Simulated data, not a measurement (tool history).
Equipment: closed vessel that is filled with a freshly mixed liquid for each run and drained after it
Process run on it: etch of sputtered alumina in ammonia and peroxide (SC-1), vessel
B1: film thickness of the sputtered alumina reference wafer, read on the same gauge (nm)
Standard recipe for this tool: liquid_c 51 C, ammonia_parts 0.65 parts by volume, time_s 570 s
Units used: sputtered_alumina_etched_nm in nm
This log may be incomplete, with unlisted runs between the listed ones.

run 1 hour=0 | liquid_c=51 ammonia_parts=0.65 time_s=570 | B1=39.95 | sputtered_alumina_etched_nm=37.23
run 2 hour=18 | liquid_c=51 ammonia_parts=0.65 time_s=570 | B1=39.98 | sputtered_alumina_etched_nm=37.5
run 3 hour=28.1 | liquid_c=51 ammonia_parts=0.65 time_s=570 | B1=39.98 | sputtered_alumina_etched_nm=37.32
run 4 hour=37.2 | liquid_c=51 ammonia_parts=0.85 time_s=310 | B1=40.01 | sputtered_alumina_etched_nm=20.79
run 5 hour=48.5 | liquid_c=51 ammonia_parts=0.85 time_s=310 | B1=40 | sputtered_alumina_etched_nm=20.76
run 6 hour=58.9 | liquid_c=51 ammonia_parts=0.85 time_s=310 | B1=40.01 | sputtered_alumina_etched_nm=20.75
run 7 hour=76.3 | liquid_c=51 ammonia_parts=0.65 time_s=725 | B1=39.99 | sputtered_alumina_etched_nm=47.56
run 8 hour=93.7 | liquid_c=51 ammonia_parts=0.65 time_s=725 | B1=40.03 | sputtered_alumina_etched_nm=46.82
run 9 hour=100.2 | liquid_c=51 ammonia_parts=0.65 time_s=725 | B1=39.98 | sputtered_alumina_etched_nm=47.25
run 10 hour=114.9 | liquid_c=51 ammonia_parts=0.85 time_s=310 | B1=40.02 | sputtered_alumina_etched_nm=20.69
-- hour=119.7 thermometer replaced
run 11 hour=121.5 | liquid_c=59 ammonia_parts=0.65 time_s=290 | B1=40 | sputtered_alumina_etched_nm=27.47
-- hour=130.5 ammonia flow meter replaced
run 12 hour=133.4 | liquid_c=51 ammonia_parts=0.85 time_s=240 | B1=40.02 | sputtered_alumina_etched_nm=15.2
run 13 hour=149 | liquid_c=47.5 ammonia_parts=0.35 time_s=355 | B1=40 | sputtered_alumina_etched_nm=16.76
-- hour=153.7 gauge calibrated
run 14 hour=157 | liquid_c=46 ammonia_parts=0.5 time_s=660 | B1=40.03 | sputtered_alumina_etched_nm=29.67
-- hour=161.4 thermometer replaced, repeated, since the last time left the tool worse
run 15 hour=167.6 | liquid_c=51 ammonia_parts=0.45 time_s=370 | B1=40 | sputtered_alumina_etched_nm=25.96
-- hour=171.7 new drum of ammonia solution connected
run 16 hour=182.2 | liquid_c=51 ammonia_parts=0.65 time_s=570 | B1=39.99 | sputtered_alumina_etched_nm=41.24
run 17 hour=195.2 | liquid_c=41.5 ammonia_parts=0.75 time_s=245 | B1=40.01 | sputtered_alumina_etched_nm=10.57
run 18 hour=205.7 | liquid_c=60 ammonia_parts=0.4 time_s=570 | B1=39.97 | sputtered_alumina_etched_nm=63.62
run 19 hour=234 | liquid_c=46 ammonia_parts=0.65 time_s=325 | B1=40.01 | sputtered_alumina_etched_nm=17.78

Below, some changes in sputtered_alumina_etched_nm between adjacent runs. For each, the amount present without the hidden state too (settings, incoming material, random variation) and the amount remaining for the hidden state with gauge scatter not shared by both compared results:
The hidden state here: liquid colder than its thermometer reads (K); ammonia flow below the setpoint (%); ammonia solution weaker than its label (%); gauge reads high (%).
Run 14 -> 15: liquid_c 46 -> 51, ammonia_parts 0.5 -> 0.45, time_s 660 -> 370, thermometer replaced, repeated, since the last time left the tool worse. sputtered_alumina_etched_nm -3.71 nm: hidden state +5.95, all else -9.66.
Run 17 -> 18: liquid_c 41.5 -> 60, ammonia_parts 0.75 -> 0.4, time_s 245 -> 570. sputtered_alumina_etched_nm +53.05 nm: hidden state -0.36, all else +53.41.

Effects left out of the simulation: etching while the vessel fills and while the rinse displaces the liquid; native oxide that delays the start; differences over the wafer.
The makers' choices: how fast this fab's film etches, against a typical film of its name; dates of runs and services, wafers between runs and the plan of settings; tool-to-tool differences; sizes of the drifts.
